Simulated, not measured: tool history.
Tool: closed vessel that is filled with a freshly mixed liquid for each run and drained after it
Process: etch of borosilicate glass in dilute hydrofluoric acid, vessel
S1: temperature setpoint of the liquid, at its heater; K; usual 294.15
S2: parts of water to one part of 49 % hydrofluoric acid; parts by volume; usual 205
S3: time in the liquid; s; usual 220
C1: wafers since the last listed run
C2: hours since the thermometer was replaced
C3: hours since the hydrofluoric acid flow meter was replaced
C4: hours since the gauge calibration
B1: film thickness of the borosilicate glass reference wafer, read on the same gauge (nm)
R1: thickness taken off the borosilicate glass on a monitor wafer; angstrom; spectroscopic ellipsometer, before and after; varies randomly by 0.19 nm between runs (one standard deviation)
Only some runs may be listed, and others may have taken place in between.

Run 1, hour 0.0: usual settings; C1 0; C2 202.6; C3 1956.1; C4 329.9; B1 100.68. Result: R1 284.5 angstrom.
Run 2, hour 20.2: usual settings; C1 1438; C2 222.8; C3 1976.3; C4 350.1; B1 100.72. Result: R1 285.3 angstrom.
Run 3, hour 32.7: usual settings; C1 890; C2 235.3; C3 1988.8; C4 362.6; B1 100.91. Result: R1 288.5 angstrom.
Run 4, hour 65.0: usual settings; C1 2300; C2 267.6; C3 2021.1; C4 394.9; B1 100.99. Result: R1 288.1 angstrom.
Run 5, hour 92.0: usual settings but S2 245 parts by volume; C1 1923; C2 294.6; C3 2048.1; C4 421.9; B1 101.13. Result: R1 229.1 angstrom.
Run 6, hour 123.5: usual settings but S2 245 parts by volume; C1 2243; C2 326.1; C3 2079.6; C4 453.4; B1 101.37. Result: R1 232.2 angstrom.
Run 7, hour 143.1: usual settings; C1 1396; C2 345.7; C3 2099.2; C4 473.0; B1 101.51. Result: R1 288.5 angstrom.
Run 8, hour 168.0: usual settings but S2 280 parts by volume; C1 1773; C2 370.6; C3 2124.1; C4 497.9; B1 101.67. Result: R1 199.1 angstrom.
Run 9, hour 192.2: usual settings but S2 280 parts by volume; C1 1723; C2 394.8; C3 2148.3; C4 522.1; B1 101.79. Result: R1 197.7 angstrom.
Run 10, hour 225.4: usual settings but S2 280 parts by volume; C1 2364; C2 428.0; C3 2181.5; C4 555.3; B1 102.08. Result: R1 197.1 angstrom.
Run 11, hour 239.5: usual settings; C1 1004; C2 442.1; C3 2195.6; C4 569.4; B1 102.19. Result: R1 288.7 angstrom.
At hour 260.3: gauge calibrated.
Run 12, hour 263.6: usual settings; C1 1716; C2 466.2; C3 2219.7; C4 3.3; B1 99.95. Result: R1 283.0 angstrom.
At hour 277.9: hydrofluoric acid flow meter replaced.
Run 13, hour 290.1: usual settings; C1 1816; C2 492.7; C3 12.2; C4 29.8; B1 99.98. Result: R1 280.8 angstrom.
At hour 297.7: thermometer replaced.
Run 14, hour 305.3: usual settings; C1 1011; C2 7.6; C3 27.4; C4 45.0; B1 99.94. Result: R1 282.6 angstrom.
Run 15, hour 340.8: usual settings but S1 290.15 K, S2 285 parts by volume, S3 270 s; C1 2528; C2 43.1; C3 62.9; C4 80.5; B1 100.00. Result: R1 200.8 angstrom.
Run 16, hour 371.7: usual settings; C1 2200; C2 74.0; C3 93.8; C4 111.4; B1 100.11. Result: R1 283.9 angstrom.
Run 17, hour 401.7: usual settings; C1 2136; C2 104.0; C3 123.8; C4 141.4; B1 100.07. Result: R1 285.7 angstrom.
Run 18, hour 417.9: usual settings but S2 155 parts by volume; C1 1153; C2 120.2; C3 140.0; C4 157.6; B1 100.11. Result: R1 395.2 angstrom.
Run 19, hour 433.4: usual settings but S2 295 parts by volume, S3 105 s; C1 1103; C2 135.7; C3 155.5; C4 173.1; B1 100.15. Result: R1 85.7 angstrom.
Run 20, hour 453.3: usual settings; C1 1417; C2 155.6; C3 175.4; C4 193.0; B1 100.26. Result: R1 284.7 angstrom.
Run 21, hour 482.6: usual settings; C1 2086; C2 184.9; C3 204.7; C4 222.3; B1 100.28. Result: R1 284.4 angstrom.
Run 22, hour 499.2: usual settings but S1 298.65 K, S2 125 parts by volume, S3 100 s; C1 1182; C2 201.5; C3 221.3; C4 238.9; B1 100.38. Result: R1 273.7 angstrom.
Run 23, hour 532.8: usual settings but S1 298.15 K, S3 335 s; C1 2393; C2 235.1; C3 254.9; C4 272.5; B1 100.46. Result: R1 501.0 angstrom.
Run 24, hour 546.7: usual settings but S1 296.15 K; C1 990; C2 249.0; C3 268.8; C4 286.4; B1 100.53. Result: R1 305.4 angstrom.
Run 25, hour 561.3: usual settings but S1 299.15 K, S2 250 parts by volume, S3 125 s; C1 1039; C2 263.6; C3 283.4; C4 301.0; B1 100.58. Result: R1 152.1 angstrom.
Run 26, hour 589.8: usual settings but S2 290 parts by volume, S3 105 s; C1 2029; C2 292.1; C3 311.9; C4 329.5; B1 100.71. Result: R1 88.4 angstrom.
Run 27, hour 617.5: usual settings; C1 1972; C2 319.8; C3 339.6; C4 357.2; B1 100.85. Result: R1 281.9 angstrom.
Run 28, hour 635.6: usual settings but S1 296.65 K, S2 245 parts by volume, S3 255 s; C1 1289; C2 337.9; C3 357.7; C4 375.3; B1 100.92. Result: R1 290.7 angstrom.
Run 29, hour 653.1: usual settings but S1 296.65 K, S2 110 parts by volume, S3 175 s; C1 1246; C2 355.4; C3 375.2; C4 392.8; B1 101.01. Result: R1 522.8 angstrom.
Run 30, hour 670.7: usual settings but S1 296.65 K, S2 150 parts by volume, S3 300 s; C1 1253; C2 373.0; C3 392.8; C4 410.4; B1 101.11. Result: R1 619.9 angstrom.
Run 31, hour 687.0: usual settings; C1 1160; C2 389.3; C3 409.1; C4 426.7; B1 101.25. Result: R1 287.5 angstrom.
Run 32, hour 706.3: usual settings; C1 1374; C2 408.6; C3 428.4; C4 446.0; B1 101.33. Result: R1 290.8 angstrom.
Run 33, hour 722.5: usual settings but S1 291.65 K, S2 140 parts by volume, S3 270 s; C1 1153; C2 424.8; C3 444.6; C4 462.2; B1 101.46. Result: R1 497.6 angstrom.

Each row is a separate what-if for the run after 33, all from the same tool condition, not one after another. Results?
Run A, hour 723.2: usual settings but S2 125 parts by volume; C1 49; C2 425.5; C3 445.3; C4 462.9; B1 ?. Result: R1 ?.
Run B, hour 723.2: usual settings but S2 145 parts by volume; C1 49; C2 425.5; C3 445.3; C4 462.9; B1 ?. Result: R1 ?.
Run C, hour 723.2: usual settings but S1 290.15 K, S2 285 parts by volume, S3 180 s; C1 49; C2 425.5; C3 445.3; C4 462.9; B1 ?. Result: R1 ?.
Run D, hour 723.2: usual settings but S3 165 s; C1 49; C2 425.5; C3 445.3; C4 462.9; B1 ?. Result: R1 ?.

run      B1     R1
  A  101.48  515.5
  B  101.48  434.8
  C  101.48  135.7
  D  101.48  216.8
With the hidden condition removed and each run's random variation left untouched, the same runs would have given:
run     R1
  A  508.2
  B  428.7
  C  133.8
  D  213.7
